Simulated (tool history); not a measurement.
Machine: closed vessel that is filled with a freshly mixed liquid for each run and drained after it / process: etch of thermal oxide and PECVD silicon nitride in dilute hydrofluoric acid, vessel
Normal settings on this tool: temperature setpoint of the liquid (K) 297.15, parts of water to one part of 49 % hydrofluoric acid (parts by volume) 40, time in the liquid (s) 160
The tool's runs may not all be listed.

run,hour,temperature setpoint of the liquid (K),parts of water to one part of 49 % hydrofluoric acid (parts by volume),time in the liquid (s),"read-back film thickness of the thermal oxide reference wafer, read on the same gauge (nm)","read-back film thickness of the PECVD silicon nitride reference wafer, read on the same gauge (nm)",thickness taken off the thermal oxide on a monitor wafer (angstrom),thickness taken off the PECVD silicon nitride on a monitor wafer (angstrom)
1,0,294.15,40,160,140.02,120,175.2,70.8
# hour 2.7: gauge calibrated
2,18.3,294.15,40,160,140.01,120,175.5,71
3,42.1,294.15,40,160,140.02,120.02,174.6,70.9
4,65,297.15,40,160,140,120.02,198.4,87.3
5,78.4,297.15,40,160,140,119.99,199.2,87.3
6,104.3,297.15,40,160,140.01,119.99,198,87.2
7,116.4,297.15,40,160,140,120,197.8,87.5
8,152,301.15,40,195,139.98,120.02,282.3,138.7
9,185.9,297.15,40,250,139.99,119.99,310.1,136
# hour 195.7: gauge calibrated
# hour 200.1: thermometer replaced
10,205.8,297.15,40,200,139.99,120.02,247.1,109.3
# hour 219.7: hydrofluoric acid flow meter replaced
11,235,297.15,20,160,140.03,119.98,409.4,170.3
12,248.7,297.15,50,160,139.99,119.98,157.5,70.3
13,272,297.15,25,215,139.99,120,432.5,182.4
14,307.6,297.15,40,160,139.95,120,198.5,88.2

Below are 4 alternative next runs, each starting from the tool's condition after run 14. Predict each:
A,308.3,297.15,40,160,?,?,?,?
B,308.3,293.15,55,80,?,?,?,?
C,308.3,295.15,25,225,?,?,?,?
D,308.3,294.15,60,160,?,?,?,?

run,"read-back film thickness of the thermal oxide reference wafer, read on the same gauge (nm)","read-back film thickness of the PECVD silicon nitride reference wafer, read on the same gauge (nm)",thickness taken off the thermal oxide on a monitor wafer (angstrom),thickness taken off the PECVD silicon nitride on a monitor wafer (angstrom)
A,140.03,120.02,198,86.6
B,140.03,120.02,59.8,24.1
C,140.03,120.02,417.7,167.3
D,140.03,120.02,113.6,47.5
Stripped of hidden state, with their random variation kept, the same runs would have yielded:
run,thickness taken off the thermal oxide on a monitor wafer (angstrom),thickness taken off the PECVD silicon nitride on a monitor wafer (angstrom)
A,198,86.6
B,59.8,24.1
C,417.7,167.3
D,113.6,47.5

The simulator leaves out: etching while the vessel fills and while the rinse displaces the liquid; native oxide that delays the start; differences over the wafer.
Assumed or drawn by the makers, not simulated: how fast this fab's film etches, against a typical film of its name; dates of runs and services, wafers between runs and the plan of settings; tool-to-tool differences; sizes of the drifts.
